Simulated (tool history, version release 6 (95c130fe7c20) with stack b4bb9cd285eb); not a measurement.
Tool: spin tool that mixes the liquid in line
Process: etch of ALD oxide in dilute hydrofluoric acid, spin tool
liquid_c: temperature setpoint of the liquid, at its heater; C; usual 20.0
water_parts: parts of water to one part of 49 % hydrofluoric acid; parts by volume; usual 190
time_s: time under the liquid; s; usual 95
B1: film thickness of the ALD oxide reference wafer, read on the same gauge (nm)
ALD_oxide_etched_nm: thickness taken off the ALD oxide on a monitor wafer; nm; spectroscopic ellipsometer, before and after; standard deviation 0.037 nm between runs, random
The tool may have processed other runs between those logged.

{"run": 1, "hour": 0.0, "liquid_c": 20.0, "water_parts": 120, "time_s": 95, "B1": 90.01, "ALD_oxide_etched_nm": 13.3}
{"run": 2, "hour": 24.3, "liquid_c": 20.0, "water_parts": 140, "time_s": 95, "B1": 89.98, "ALD_oxide_etched_nm": 11.12}
{"run": 3, "hour": 44.0, "liquid_c": 20.0, "water_parts": 140, "time_s": 95, "B1": 90.02, "ALD_oxide_etched_nm": 11.23}
{"run": 4, "hour": 69.4, "liquid_c": 20.0, "water_parts": 190, "time_s": 95, "B1": 89.97, "ALD_oxide_etched_nm": 7.78}
{"run": 5, "hour": 103.9, "liquid_c": 20.0, "water_parts": 190, "time_s": 95, "B1": 89.99, "ALD_oxide_etched_nm": 7.85}
{"run": 6, "hour": 138.8, "liquid_c": 20.0, "water_parts": 190, "time_s": 95, "B1": 89.96, "ALD_oxide_etched_nm": 7.87}
{"run": 7, "hour": 167.4, "liquid_c": 20.0, "water_parts": 190, "time_s": 95, "B1": 90.01, "ALD_oxide_etched_nm": 7.83}
{"run": 8, "hour": 201.1, "liquid_c": 20.0, "water_parts": 190, "time_s": 95, "B1": 90.01, "ALD_oxide_etched_nm": 7.99}
{"run": 9, "hour": 224.7, "liquid_c": 20.0, "water_parts": 190, "time_s": 95, "B1": 90.0, "ALD_oxide_etched_nm": 7.9}
{"run": 10, "hour": 308.5, "liquid_c": 20.0, "water_parts": 190, "time_s": 95, "B1": 90.01, "ALD_oxide_etched_nm": 7.97}
{"run": 11, "hour": 341.4, "liquid_c": 20.0, "water_parts": 190, "time_s": 95, "B1": 89.99, "ALD_oxide_etched_nm": 8.05}
{"run": 12, "hour": 355.6, "liquid_c": 20.0, "water_parts": 190, "time_s": 95, "B1": 89.99, "ALD_oxide_etched_nm": 7.96}
{"run": 13, "hour": 385.0, "liquid_c": 21.5, "water_parts": 250, "time_s": 145, "B1": 90.0, "ALD_oxide_etched_nm": 9.29}
{"run": 14, "hour": 418.5, "liquid_c": 18.0, "water_parts": 160, "time_s": 115, "B1": 89.99, "ALD_oxide_etched_nm": 10.2}
{"run": 15, "hour": 440.5, "liquid_c": 24.5, "water_parts": 165, "time_s": 110, "B1": 90.01, "ALD_oxide_etched_nm": 12.27}
{"run": 16, "hour": 467.8, "liquid_c": 25.0, "water_parts": 190, "time_s": 115, "B1": 89.97, "ALD_oxide_etched_nm": 11.0}
{"run": 17, "hour": 487.7, "liquid_c": 20.0, "water_parts": 190, "time_s": 95, "B1": 90.01, "ALD_oxide_etched_nm": 7.54}
{"run": 18, "hour": 513.8, "liquid_c": 22.5, "water_parts": 230, "time_s": 110, "B1": 89.98, "ALD_oxide_etched_nm": 7.66}
{"run": 19, "hour": 538.4, "liquid_c": 18.0, "water_parts": 115, "time_s": 95, "B1": 89.97, "ALD_oxide_etched_nm": 12.42}
{"run": 20, "hour": 565.8, "liquid_c": 25.0, "water_parts": 100, "time_s": 80, "B1": 90.0, "ALD_oxide_etched_nm": 16.39}
{"run": 21, "hour": 589.5, "liquid_c": 17.0, "water_parts": 190, "time_s": 55, "B1": 89.96, "ALD_oxide_etched_nm": 3.93}
{"run": 22, "hour": 622.1, "liquid_c": 20.0, "water_parts": 190, "time_s": 95, "B1": 89.98, "ALD_oxide_etched_nm": 7.66}
{"run": 23, "hour": 677.1, "liquid_c": 20.0, "water_parts": 190, "time_s": 95, "B1": 89.97, "ALD_oxide_etched_nm": 7.67}
{"run": 24, "hour": 708.2, "liquid_c": 24.0, "water_parts": 190, "time_s": 95, "B1": 90.01, "ALD_oxide_etched_nm": 8.95}

Put back what was entered between runs (3 entries, withheld): which listed runs does each sit between, and how does the hidden state differ from the listed run before to the listed run after?
Between runs 12 and 13: hydrofluoric acid flow meter replaced (hour 384.5)
  liquid hotter than its thermometer reads (K): 1.77 -> 1.84
  measured minus no-state result, ALD_oxide_etched_nm: +0.52 -> +0.60 nm
Between runs 13 and 14: thermometer replaced (hour 417.3)
  liquid hotter than its thermometer reads (K): 1.84 -> 0.0901
  measured minus no-state result, ALD_oxide_etched_nm: +0.60 -> +0.04 nm
Between runs 16 and 17: gauge calibrated (hour 487.5)
  liquid hotter than its thermometer reads (K): 0.202 -> 0.247
  measured minus no-state result, ALD_oxide_etched_nm: +0.08 -> +0.07 nm
